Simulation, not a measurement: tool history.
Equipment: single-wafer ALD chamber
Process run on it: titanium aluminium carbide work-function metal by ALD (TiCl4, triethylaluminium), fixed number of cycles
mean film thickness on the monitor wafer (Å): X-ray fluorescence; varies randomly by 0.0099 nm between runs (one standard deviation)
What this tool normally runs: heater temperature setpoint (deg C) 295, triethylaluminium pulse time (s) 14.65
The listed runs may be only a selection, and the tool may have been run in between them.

run	hour	heater temperature setpoint (deg C)	triethylaluminium pulse time (s)	wafers since the last listed run	hours since the last thermocouple change	hours since the last triethylaluminium bottle change	hours since the showerhead was replaced	hours since the gauge calibration	read-back reference wafer on the same gauge, thickness_nm	mean film thickness on the monitor wafer (Å)
1	0	301	14.65	0	1318.8	1078.4	6051	1277.5	1.917	23.22
2	97.1	295	14.65	1127	1415.9	1175.5	6148.1	1374.6	1.921	22.6
# hour 200.9: triethylaluminium bottle replaced
3	201.4	295	10.17	1118	1520.2	0.5	6252.4	1478.9	1.917	21.5
4	286.4	295	10.17	987	1605.2	85.5	6337.4	1563.9	1.919	21.67
5	369.4	303	14.65	964	1688.2	168.5	6420.4	1646.9	1.922	23.51
6	440.4	303	14.65	824	1759.2	239.5	6491.4	1717.9	1.92	23.52
7	532.9	295	14.65	1074	1851.7	332	6583.9	1810.4	1.922	22.76
8	634.1	295	14.65	1175	1952.9	433.2	6685.1	1911.6	1.922	22.66
9	706.4	295	14.65	839	2025.2	505.5	6757.4	1983.9	1.924	22.66
10	759.6	290	14.65	617	2078.4	558.7	6810.6	2037.1	1.917	22.23
# hour 777: showerhead replaced
11	810	285	14.65	492	2128.8	609.1	33	2087.5	1.919	21.75
12	998.9	285	14.65	2194	2317.7	798	221.9	2276.4	1.923	21.62
13	1071.4	285	14.65	842	2390.2	870.5	294.4	2348.9	1.92	21.63
# hour 1076.9: gauge calibrated
14	1158.3	295	12.04	1009	2477.1	957.4	381.3	81.4	1.918	22.32
15	1210.1	295	14.65	601	2528.9	1009.2	433.1	133.2	1.922	22.84
# hour 1258.1: thermocouple changed; heater temperature recalibrated
16	1289.9	295	14.65	834	31.8	1089	512.9	213	1.924	22.47
17	1347.6	289	17.85	670	89.5	1146.7	570.6	270.7	1.92	21.81
18	1424.9	284	8.95	897	166.8	1224	647.9	348	1.919	18.94
19	1477.1	282	14.65	606	219	1276.2	700.1	400.2	1.922	20.99
20	1516.9	286	14.65	462	258.8	1316	739.9	440	1.923	21.54
21	1585.8	304	14.65	800	327.7	1384.9	808.8	508.9	1.921	23.52
22	1688.4	299	9.86	1191	430.3	1487.5	911.4	611.5	1.922	21.3
# hour 1730.9: triethylaluminium bottle replaced
23	1907.2	308	14.65	2448	649.1	176.3	1130.2	830.3	1.917	23.94
24	2015.1	295	14.65	1253	757	284.2	1238.1	938.2	1.922	22.5
25	2073.5	288	12.7	678	815.4	342.6	1296.5	996.6	1.918	21.78
26	2247.4	295	14.65	2020	989.3	516.5	1470.4	1170.5	1.921	22.76
27	2316.6	301	11.67	803	1058.5	585.7	1539.6	1239.7	1.918	22.92
28	2355.6	295	14.65	453	1097.5	624.7	1578.6	1278.7	1.922	22.85
29	2394.3	295	14.65	449	1136.2	663.4	1617.3	1317.4	1.921	22.84

Consider 4 possible next runs. They are alternatives, not a sequence: every one starts from the tool as it was left by run 29. What does each give?
A	2394.7	295	14.65	4	1136.6	663.8	1617.7	1317.8	?	?
B	2394.7	303	12.49	4	1136.6	663.8	1617.7	1317.8	?	?
C	2394.7	290	20.22	4	1136.6	663.8	1617.7	1317.8	?	?
D	2394.7	306	17.34	4	1136.6	663.8	1617.7	1317.8	?	?

run	read-back reference wafer on the same gauge, thickness_nm	mean film thickness on the monitor wafer (Å)
A	1.92	22.91
B	1.92	23.52
C	1.92	22.47
D	1.92	24.28
Without the tool's hidden state the same runs would have given:
run	mean film thickness on the monitor wafer (Å)
A	22.44
B	23.05
C	22.01
D	23.8
